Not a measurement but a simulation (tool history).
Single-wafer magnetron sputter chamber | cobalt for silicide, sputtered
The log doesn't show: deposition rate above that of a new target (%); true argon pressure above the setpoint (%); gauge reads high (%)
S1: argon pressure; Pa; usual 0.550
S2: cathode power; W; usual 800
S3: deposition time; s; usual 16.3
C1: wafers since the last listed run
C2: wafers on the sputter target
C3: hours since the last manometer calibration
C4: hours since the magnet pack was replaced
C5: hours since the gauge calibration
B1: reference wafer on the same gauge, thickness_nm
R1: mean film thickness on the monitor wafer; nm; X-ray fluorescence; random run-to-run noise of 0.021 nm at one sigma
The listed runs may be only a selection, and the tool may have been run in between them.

{"run": 1, "hour": 0.0, "S1": 0.55, "S2": 800, "S3": 16.3, "C1": 0, "C2": 6510, "C3": 436.6, "C4": 5528.0, "C5": 515.4, "B1": 5.238, "R1": 6.267}
{"run": 2, "hour": 30.6, "S1": 0.55, "S2": 800, "S3": 16.3, "C1": 694, "C2": 7205, "C3": 467.2, "C4": 5558.6, "C5": 546.0, "B1": 5.246, "R1": 6.273}
{"run": 3, "hour": 65.6, "S1": 0.455, "S2": 800, "S3": 16.3, "C1": 794, "C2": 8000, "C3": 502.2, "C4": 5593.6, "C5": 581.0, "B1": 5.232, "R1": 6.373}
{"hour": 104.4, "done": "sputter target and shields replaced"}
{"run": 4, "hour": 104.9, "S1": 0.55, "S2": 800, "S3": 17.8, "C1": 710, "C2": 11, "C3": 541.5, "C4": 5632.9, "C5": 620.3, "B1": 5.241, "R1": 7.04}
{"run": 5, "hour": 172.4, "S1": 0.55, "S2": 800, "S3": 17.8, "C1": 1532, "C2": 1544, "C3": 609.0, "C4": 5700.4, "C5": 687.8, "B1": 5.244, "R1": 6.929}
{"run": 6, "hour": 228.6, "S1": 0.665, "S2": 800, "S3": 16.3, "C1": 1276, "C2": 2820, "C3": 665.2, "C4": 5756.6, "C5": 744.0, "B1": 5.231, "R1": 6.206}
{"run": 7, "hour": 264.9, "S1": 0.665, "S2": 800, "S3": 16.3, "C1": 824, "C2": 3645, "C3": 701.5, "C4": 5792.9, "C5": 780.3, "B1": 5.241, "R1": 6.184}
{"run": 8, "hour": 316.8, "S1": 0.55, "S2": 800, "S3": 16.3, "C1": 1178, "C2": 4823, "C3": 753.4, "C4": 5844.8, "C5": 832.2, "B1": 5.243, "R1": 6.291}
{"run": 9, "hour": 344.1, "S1": 0.55, "S2": 800, "S3": 16.3, "C1": 619, "C2": 5443, "C3": 780.7, "C4": 5872.1, "C5": 859.5, "B1": 5.233, "R1": 6.32}
{"run": 10, "hour": 393.3, "S1": 0.55, "S2": 800, "S3": 16.3, "C1": 1117, "C2": 6560, "C3": 829.9, "C4": 5921.3, "C5": 908.7, "B1": 5.242, "R1": 6.291}
{"run": 11, "hour": 424.3, "S1": 0.55, "S2": 800, "S3": 16.3, "C1": 703, "C2": 7264, "C3": 860.9, "C4": 5952.3, "C5": 939.7, "B1": 5.229, "R1": 6.278}
{"hour": 453.9, "done": "sputter target and shields replaced"}
{"run": 12, "hour": 486.1, "S1": 0.55, "S2": 800, "S3": 13.9, "C1": 1221, "C2": 732, "C3": 922.7, "C4": 6014.1, "C5": 1001.5, "B1": 5.243, "R1": 5.451}
{"run": 13, "hour": 534.0, "S1": 0.55, "S2": 800, "S3": 13.9, "C1": 1087, "C2": 1819, "C3": 970.6, "C4": 6062.0, "C5": 1049.4, "B1": 5.24, "R1": 5.424}
{"run": 14, "hour": 605.3, "S1": 0.55, "S2": 800, "S3": 16.3, "C1": 1619, "C2": 3438, "C3": 1041.9, "C4": 6133.3, "C5": 1120.7, "B1": 5.24, "R1": 6.33}
{"run": 15, "hour": 672.6, "S1": 0.55, "S2": 800, "S3": 16.3, "C1": 1528, "C2": 4967, "C3": 1109.2, "C4": 6200.6, "C5": 1188.0, "B1": 5.236, "R1": 6.342}
{"hour": 705.0, "done": "capacitance manometer re-zeroed and calibrated"}
{"run": 16, "hour": 728.6, "S1": 0.55, "S2": 800, "S3": 16.3, "C1": 1090, "C2": 6057, "C3": 23.6, "C4": 6256.6, "C5": 1244.0, "B1": 5.236, "R1": 6.306}
{"hour": 752.2, "done": "gauge calibrated"}
{"run": 17, "hour": 790.7, "S1": 0.453, "S2": 800, "S3": 15.5, "C1": 1410, "C2": 7467, "C3": 85.7, "C4": 6318.7, "C5": 38.5, "B1": 5.244, "R1": 6.127}
{"hour": 814.7, "done": "sputter target and shields replaced"}
{"run": 18, "hour": 820.8, "S1": 0.55, "S2": 800, "S3": 16.3, "C1": 501, "C2": 138, "C3": 115.8, "C4": 6348.8, "C5": 68.6, "B1": 5.243, "R1": 6.406}
{"run": 19, "hour": 878.4, "S1": 0.735, "S2": 800, "S3": 14.2, "C1": 1308, "C2": 1446, "C3": 173.4, "C4": 6406.4, "C5": 126.2, "B1": 5.241, "R1": 5.408}
{"run": 20, "hour": 902.8, "S1": 0.49, "S2": 650, "S3": 19.2, "C1": 554, "C2": 2000, "C3": 197.8, "C4": 6430.8, "C5": 150.6, "B1": 5.243, "R1": 6.426}
{"run": 21, "hour": 936.3, "S1": 0.336, "S2": 900, "S3": 13.6, "C1": 760, "C2": 2761, "C3": 231.3, "C4": 6464.3, "C5": 184.1, "B1": 5.231, "R1": 6.057}
{"run": 22, "hour": 1147.7, "S1": 0.55, "S2": 800, "S3": 16.3, "C1": 4800, "C2": 7561, "C3": 442.7, "C4": 6675.7, "C5": 395.5, "B1": 5.243, "R1": 6.283}
{"run": 23, "hour": 1175.7, "S1": 0.55, "S2": 800, "S3": 16.3, "C1": 635, "C2": 8197, "C3": 470.7, "C4": 6703.7, "C5": 423.5, "B1": 5.233, "R1": 6.292}
{"hour": 1204.2, "done": "sputter target and shields replaced"}
{"hour": 1235.2, "done": "magnet pack replaced"}
{"run": 24, "hour": 1235.7, "S1": 0.489, "S2": 700, "S3": 16.3, "C1": 999, "C2": 533, "C3": 530.7, "C4": 0.5, "C5": 483.5, "B1": 5.238, "R1": 5.791}
{"run": 25, "hour": 1294.4, "S1": 0.55, "S2": 800, "S3": 13.5, "C1": 1332, "C2": 1866, "C3": 589.4, "C4": 59.2, "C5": 542.2, "B1": 5.243, "R1": 5.23}
{"run": 26, "hour": 1357.1, "S1": 0.55, "S2": 950, "S3": 16.3, "C1": 1423, "C2": 3290, "C3": 652.1, "C4": 121.9, "C5": 604.9, "B1": 5.233, "R1": 7.318}
{"run": 27, "hour": 1392.1, "S1": 0.55, "S2": 650, "S3": 18.6, "C1": 794, "C2": 4085, "C3": 687.1, "C4": 156.9, "C5": 639.9, "B1": 5.24, "R1": 6.064}
{"run": 28, "hour": 1434.2, "S1": 0.55, "S2": 800, "S3": 16.3, "C1": 956, "C2": 5041, "C3": 729.2, "C4": 199.0, "C5": 682.0, "B1": 5.241, "R1": 6.29}
{"run": 29, "hour": 1500.3, "S1": 0.441, "S2": 800, "S3": 16.3, "C1": 1501, "C2": 6542, "C3": 795.3, "C4": 265.1, "C5": 748.1, "B1": 5.242, "R1": 6.363}
{"run": 30, "hour": 1539.5, "S1": 0.55, "S2": 800, "S3": 14.7, "C1": 890, "C2": 7432, "C3": 834.5, "C4": 304.3, "C5": 787.3, "B1": 5.236, "R1": 5.635}
{"run": 31, "hour": 1601.2, "S1": 0.55, "S2": 800, "S3": 16.3, "C1": 1401, "C2": 8833, "C3": 896.2, "C4": 366.0, "C5": 849.0, "B1": 5.241, "R1": 6.313}
{"hour": 1615.4, "done": "sputter target and shields replaced"}
{"run": 32, "hour": 1648.7, "S1": 0.55, "S2": 800, "S3": 16.3, "C1": 896, "C2": 755, "C3": 943.7, "C4": 413.5, "C5": 896.5, "B1": 5.23, "R1": 6.412}
{"run": 33, "hour": 1680.3, "S1": 0.55, "S2": 650, "S3": 16.3, "C1": 717, "C2": 1473, "C3": 975.3, "C4": 445.1, "C5": 928.1, "B1": 5.246, "R1": 5.403}
{"run": 34, "hour": 1718.5, "S1": 0.55, "S2": 800, "S3": 16.3, "C1": 867, "C2": 2340, "C3": 1013.5, "C4": 483.3, "C5": 966.3, "B1": 5.236, "R1": 6.37}
{"run": 35, "hour": 1786.8, "S1": 0.55, "S2": 900, "S3": 14.8, "C1": 1550, "C2": 3891, "C3": 1081.8, "C4": 551.6, "C5": 1034.6, "B1": 5.237, "R1": 6.317}

4 options for the next run, each taken on its own from the tool as it stands now. Forecast them:
{"run": "A", "hour": 1787.2, "S1": 0.55, "S2": 800, "S3": 16.3, "C1": 9, "C2": 3900, "C3": 1082.2, "C4": 552.0, "C5": 1035.0, "B1": "?", "R1": "?"}
{"run": "B", "hour": 1787.2, "S1": 0.451, "S2": 700, "S3": 16.3, "C1": 9, "C2": 3900, "C3": 1082.2, "C4": 552.0, "C5": 1035.0, "B1": "?", "R1": "?"}
{"run": "C", "hour": 1787.2, "S1": 0.55, "S2": 850, "S3": 16.3, "C1": 9, "C2": 3900, "C3": 1082.2, "C4": 552.0, "C5": 1035.0, "B1": "?", "R1": "?"}
{"run": "D", "hour": 1787.2, "S1": 0.619, "S2": 800, "S3": 16.3, "C1": 9, "C2": 3900, "C3": 1082.2, "C4": 552.0, "C5": 1035.0, "B1": "?", "R1": "?"}

run=A B1=5.252 R1=6.351
run=B B1=5.252 R1=5.794
run=C B1=5.252 R1=6.677
run=D B1=5.252 R1=6.279
With no hidden state in the tool, these same runs would have given:
run=A R1=6.484
run=B R1=5.915
run=C R1=6.817
run=D R1=6.411

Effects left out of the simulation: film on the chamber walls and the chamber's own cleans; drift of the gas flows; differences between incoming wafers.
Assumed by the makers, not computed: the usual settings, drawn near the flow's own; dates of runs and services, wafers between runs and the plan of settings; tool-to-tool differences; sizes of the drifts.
